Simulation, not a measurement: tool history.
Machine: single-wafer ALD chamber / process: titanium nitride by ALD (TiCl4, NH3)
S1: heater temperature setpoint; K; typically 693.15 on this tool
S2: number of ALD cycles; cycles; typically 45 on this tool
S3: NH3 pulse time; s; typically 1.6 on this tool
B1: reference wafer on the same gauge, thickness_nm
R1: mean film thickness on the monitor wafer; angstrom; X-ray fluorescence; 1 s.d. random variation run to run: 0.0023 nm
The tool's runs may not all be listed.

run   hour      S1  S2    S3     B1     R1
  1      0  693.15  45   1.6   0.85   9.18
  2   22.7  693.15  45   1.6  0.851   9.18
  3   46.5  693.15  45   1.6   0.85   9.13
  4   65.9  686.15  48   1.6   0.85   9.77
  5   86.9  686.15  48   1.6   0.85   9.71
  6  111.3  686.15  48   1.6   0.85   9.72
  7  135.3  693.15  45  1.18   0.85   9.08
  8  167.2  693.15  52   1.4  0.851  10.52
  9  202.2  693.15  52   1.4  0.851  10.57
 10  216.2  683.15  45  1.29   0.85   9.04
 11  233.8  683.15  45  1.29  0.851   9.08
 12  255.5  683.15  45  1.29   0.85   9.02
 13  270.6  693.15  45  1.75  0.852   9.18
 14  283.2  693.15  45  1.75  0.851   9.19
     293.8  -- thermocouple changed; heater temperature recalibrated
     307.3  -- showerhead replaced
 15  307.8  693.15  45  1.75  0.851    9.2
 16  329.3  693.15  45   1.6  0.851   9.16
     337.2  -- gauge calibrated
 17    360  693.15  45   1.6  0.839   9.04
 18    389  693.15  45   1.6   0.84   9.08
 19    422  693.15  45  1.33  0.843   9.03
 20  452.7  693.15  45   1.6  0.843   9.08
 21  468.3  693.15  42  1.24  0.844   8.41
 22    497  693.15  45   1.6  0.845   9.09
 23    514  700.15  54   1.6  0.846  10.95
 24  526.3  701.15  41   1.6  0.845   8.32
 25    548  700.15  45   1.6  0.846   9.11
 26  583.3  693.15  42  1.24  0.848   8.49
 27  616.9  681.15  49  1.02  0.849   9.76
 28  630.9  693.15  45   1.6  0.848   9.15
 29  645.5  688.15  42  1.29  0.849   8.45
 30  666.6  686.15  54  1.97  0.849     11
 31  693.6  693.15  51   1.6  0.849  10.37
 32  707.7  693.15  41  1.43   0.85   8.34
 33  739.7  693.15  45   1.6   0.85   9.17
 34  753.7  693.15  52  1.21  0.851  10.48
 35    788  679.15  42  1.09  0.852   8.36
 36  814.8  707.15  38  1.23  0.852   7.74
 37  841.8  678.15  40  1.91  0.852   8.18
 38  869.4  707.15  50  2.22  0.852  10.32
 39  891.6  693.15  45   1.6  0.852   9.22
 40  912.7  701.15  49  2.21  0.852  10.11

Consider 3 possible next runs. They are alternatives, not a sequence: every one starts from the tool as it was left by run 40. What does each give?
  A  913.2  693.15  37  1.6   ?   ?
  B  913.2  683.15  41  1.3   ?   ?
  C  913.2  693.15  54  1.6   ?   ?

run     B1     R1
  A  0.853   7.55
  B  0.853   8.26
  C  0.853  11.02
Had the tool no hidden state, the same runs would have come out as:
run     R1
  A   7.41
  B   8.11
  C  10.82
